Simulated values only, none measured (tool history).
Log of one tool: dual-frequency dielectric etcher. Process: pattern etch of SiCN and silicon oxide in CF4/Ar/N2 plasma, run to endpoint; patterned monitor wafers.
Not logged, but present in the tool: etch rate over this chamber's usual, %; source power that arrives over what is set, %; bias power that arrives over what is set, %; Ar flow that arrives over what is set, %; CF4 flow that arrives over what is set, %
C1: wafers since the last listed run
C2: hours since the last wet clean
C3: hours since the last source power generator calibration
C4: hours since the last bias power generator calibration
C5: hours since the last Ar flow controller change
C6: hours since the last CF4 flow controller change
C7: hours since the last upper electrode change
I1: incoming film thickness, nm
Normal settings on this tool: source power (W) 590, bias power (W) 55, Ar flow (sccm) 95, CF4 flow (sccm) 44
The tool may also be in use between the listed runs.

{"run": 1, "hour": 0.0, "source power (W)": 450, "bias power (W)": 46, "Ar flow (sccm)": 95, "CF4 flow (sccm)": 36, "C1": 0, "C2": 408.9, "C3": 3643.6, "C4": 4431.7, "C5": 3414.9, "C6": 13.9, "C7": 2761.2, "I1": 10.7, "endpoint time (s)": 19.1}
{"run": 2, "hour": 16.1, "source power (W)": 590, "bias power (W)": 55, "Ar flow (sccm)": 95, "CF4 flow (sccm)": 44, "C1": 281, "C2": 425, "C3": 3659.7, "C4": 4447.8, "C5": 3431, "C6": 30, "C7": 2777.3, "I1": 10.67, "endpoint time (s)": 12.8}
{"run": 3, "hour": 29.6, "source power (W)": 590, "bias power (W)": 47, "Ar flow (sccm)": 95, "CF4 flow (sccm)": 44, "C1": 235, "C2": 438.5, "C3": 3673.2, "C4": 4461.3, "C5": 3444.5, "C6": 43.5, "C7": 2790.8, "I1": 10.57, "endpoint time (s)": 13.4}
{"run": 4, "hour": 41.2, "source power (W)": 590, "bias power (W)": 50, "Ar flow (sccm)": 95, "CF4 flow (sccm)": 44, "C1": 202, "C2": 450.1, "C3": 3684.8, "C4": 4472.9, "C5": 3456.1, "C6": 55.1, "C7": 2802.4, "I1": 10.72, "endpoint time (s)": 13.2}
{"run": 5, "hour": 49.6, "source power (W)": 590, "bias power (W)": 55, "Ar flow (sccm)": 88, "CF4 flow (sccm)": 47, "C1": 146, "C2": 458.5, "C3": 3693.2, "C4": 4481.3, "C5": 3464.5, "C6": 63.5, "C7": 2810.8, "I1": 10.69, "endpoint time (s)": 12.3}
{"hour": 85.5, "done": "wet clean of the chamber"}
{"run": 6, "hour": 86.0, "source power (W)": 590, "bias power (W)": 55, "Ar flow (sccm)": 82, "CF4 flow (sccm)": 44, "C1": 216, "C2": 0.5, "C3": 3729.6, "C4": 4517.7, "C5": 3500.9, "C6": 99.9, "C7": 2847.2, "I1": 10.78, "endpoint time (s)": 12.4}
{"run": 7, "hour": 86.3, "source power (W)": 710, "bias power (W)": 44, "Ar flow (sccm)": 95, "CF4 flow (sccm)": 48, "C1": 5, "C2": 0.8, "C3": 3729.9, "C4": 4518, "C5": 3501.2, "C6": 100.2, "C7": 2847.5, "I1": 10.7, "endpoint time (s)": 10.8}
{"run": 8, "hour": 86.6, "source power (W)": 590, "bias power (W)": 55, "Ar flow (sccm)": 95, "CF4 flow (sccm)": 55, "C1": 5, "C2": 1.1, "C3": 3730.2, "C4": 4518.3, "C5": 3501.5, "C6": 100.5, "C7": 2847.8, "I1": 10.71, "endpoint time (s)": 12.5}
{"run": 9, "hour": 94.4, "source power (W)": 590, "bias power (W)": 55, "Ar flow (sccm)": 95, "CF4 flow (sccm)": 44, "C1": 136, "C2": 8.9, "C3": 3738, "C4": 4526.1, "C5": 3509.3, "C6": 108.3, "C7": 2855.6, "I1": 10.67, "endpoint time (s)": 13}
{"hour": 108.2, "done": "bias power generator calibrated"}
{"run": 10, "hour": 108.7, "source power (W)": 640, "bias power (W)": 60, "Ar flow (sccm)": 75, "CF4 flow (sccm)": 34, "C1": 179, "C2": 23.2, "C3": 3752.3, "C4": 0.5, "C5": 3523.6, "C6": 122.6, "C7": 2869.9, "I1": 10.72, "endpoint time (s)": 11.2}
{"run": 11, "hour": 117.7, "source power (W)": 470, "bias power (W)": 59, "Ar flow (sccm)": 111, "CF4 flow (sccm)": 40, "C1": 157, "C2": 32.2, "C3": 3761.3, "C4": 9.5, "C5": 3532.6, "C6": 131.6, "C7": 2878.9, "I1": 10.81, "endpoint time (s)": 17}
{"hour": 144.6, "done": "Ar flow controller replaced"}
{"hour": 149.9, "done": "upper electrode replaced"}
{"run": 12, "hour": 150.4, "source power (W)": 720, "bias power (W)": 46, "Ar flow (sccm)": 110, "CF4 flow (sccm)": 40, "C1": 374, "C2": 64.9, "C3": 3794, "C4": 42.2, "C5": 5.8, "C6": 164.3, "C7": 0.5, "I1": 10.71, "endpoint time (s)": 11.4}
{"run": 13, "hour": 156.1, "source power (W)": 590, "bias power (W)": 55, "Ar flow (sccm)": 95, "CF4 flow (sccm)": 44, "C1": 99, "C2": 70.6, "C3": 3799.7, "C4": 47.9, "C5": 11.5, "C6": 170, "C7": 6.2, "I1": 10.69, "endpoint time (s)": 12.9}
{"hour": 161.4, "done": "source power generator calibrated"}
{"run": 14, "hour": 172.5, "source power (W)": 680, "bias power (W)": 55, "Ar flow (sccm)": 95, "CF4 flow (sccm)": 33, "C1": 216, "C2": 87, "C3": 11.1, "C4": 64.3, "C5": 27.9, "C6": 186.4, "C7": 22.6, "I1": 10.6, "endpoint time (s)": 11.5}
{"run": 15, "hour": 184.9, "source power (W)": 590, "bias power (W)": 55, "Ar flow (sccm)": 88, "CF4 flow (sccm)": 47, "C1": 216, "C2": 99.4, "C3": 23.5, "C4": 76.7, "C5": 40.3, "C6": 198.8, "C7": 35, "I1": 10.75, "endpoint time (s)": 12.6}
{"run": 16, "hour": 196.1, "source power (W)": 490, "bias power (W)": 55, "Ar flow (sccm)": 95, "CF4 flow (sccm)": 36, "C1": 195, "C2": 110.6, "C3": 34.7, "C4": 87.9, "C5": 51.5, "C6": 210, "C7": 46.2, "I1": 10.71, "endpoint time (s)": 16.3}
{"run": 17, "hour": 208.0, "source power (W)": 590, "bias power (W)": 41, "Ar flow (sccm)": 104, "CF4 flow (sccm)": 39, "C1": 207, "C2": 122.5, "C3": 46.6, "C4": 99.8, "C5": 63.4, "C6": 221.9, "C7": 58.1, "I1": 10.62, "endpoint time (s)": 14.3}
{"run": 18, "hour": 223.8, "source power (W)": 590, "bias power (W)": 43, "Ar flow (sccm)": 95, "CF4 flow (sccm)": 44, "C1": 275, "C2": 138.3, "C3": 62.4, "C4": 115.6, "C5": 79.2, "C6": 237.7, "C7": 73.9, "I1": 10.66, "endpoint time (s)": 13.7}
{"run": 19, "hour": 229.8, "source power (W)": 590, "bias power (W)": 55, "Ar flow (sccm)": 95, "CF4 flow (sccm)": 44, "C1": 104, "C2": 144.3, "C3": 68.4, "C4": 121.6, "C5": 85.2, "C6": 243.7, "C7": 79.9, "I1": 10.67, "endpoint time (s)": 12.7}
{"run": 20, "hour": 238.9, "source power (W)": 590, "bias power (W)": 67, "Ar flow (sccm)": 95, "CF4 flow (sccm)": 44, "C1": 158, "C2": 153.4, "C3": 77.5, "C4": 130.7, "C5": 94.3, "C6": 252.8, "C7": 89, "I1": 10.7, "endpoint time (s)": 12.3}
{"run": 21, "hour": 251.6, "source power (W)": 590, "bias power (W)": 55, "Ar flow (sccm)": 95, "CF4 flow (sccm)": 44, "C1": 221, "C2": 166.1, "C3": 90.2, "C4": 143.4, "C5": 107, "C6": 265.5, "C7": 101.7, "I1": 10.62, "endpoint time (s)": 12.8}
{"run": 22, "hour": 263.5, "source power (W)": 590, "bias power (W)": 55, "Ar flow (sccm)": 95, "CF4 flow (sccm)": 44, "C1": 207, "C2": 178, "C3": 102.1, "C4": 155.3, "C5": 118.9, "C6": 277.4, "C7": 113.6, "I1": 10.68, "endpoint time (s)": 12.7}
{"run": 23, "hour": 311.8, "source power (W)": 650, "bias power (W)": 55, "Ar flow (sccm)": 95, "CF4 flow (sccm)": 36, "C1": 843, "C2": 226.3, "C3": 150.4, "C4": 203.6, "C5": 167.2, "C6": 325.7, "C7": 161.9, "I1": 10.67, "endpoint time (s)": 11.7}
{"run": 24, "hour": 317.9, "source power (W)": 480, "bias power (W)": 50, "Ar flow (sccm)": 81, "CF4 flow (sccm)": 40, "C1": 106, "C2": 232.4, "C3": 156.5, "C4": 209.7, "C5": 173.3, "C6": 331.8, "C7": 168, "I1": 10.81, "endpoint time (s)": 16.4}

Each row is a separate what-if for the run after 24, all from the same tool condition, not one after another. Results?
{"run": "A", "hour": 318.3, "source power (W)": 590, "bias power (W)": 55, "Ar flow (sccm)": 73, "CF4 flow (sccm)": 44, "C1": 6, "C2": 232.8, "C3": 156.9, "C4": 210.1, "C5": 173.7, "C6": 332.2, "C7": 168.4, "I1": 10.69, "endpoint time (s)": "?"}
{"run": "B", "hour": 318.3, "source power (W)": 480, "bias power (W)": 67, "Ar flow (sccm)": 72, "CF4 flow (sccm)": 44, "C1": 6, "C2": 232.8, "C3": 156.9, "C4": 210.1, "C5": 173.7, "C6": 332.2, "C7": 168.4, "I1": 10.69, "endpoint time (s)": "?"}
{"run": "C", "hour": 318.3, "source power (W)": 630, "bias power (W)": 55, "Ar flow (sccm)": 77, "CF4 flow (sccm)": 44, "C1": 6, "C2": 232.8, "C3": 156.9, "C4": 210.1, "C5": 173.7, "C6": 332.2, "C7": 168.4, "I1": 10.69, "endpoint time (s)": "?"}
{"run": "D", "hour": 318.3, "source power (W)": 650, "bias power (W)": 55, "Ar flow (sccm)": 95, "CF4 flow (sccm)": 44, "C1": 6, "C2": 232.8, "C3": 156.9, "C4": 210.1, "C5": 173.7, "C6": 332.2, "C7": 168.4, "I1": 10.69, "endpoint time (s)": "?"}

run=A endpoint_time_(s)=12
run=B endpoint_time_(s)=14.3
run=C endpoint_time_(s)=11.2
run=D endpoint_time_(s)=11.4
With no hidden state in the tool, these same runs would have given:
run=A endpoint_time_(s)=12
run=B endpoint_time_(s)=14.3
run=C endpoint_time_(s)=11.2
run=D endpoint_time_(s)=11.4
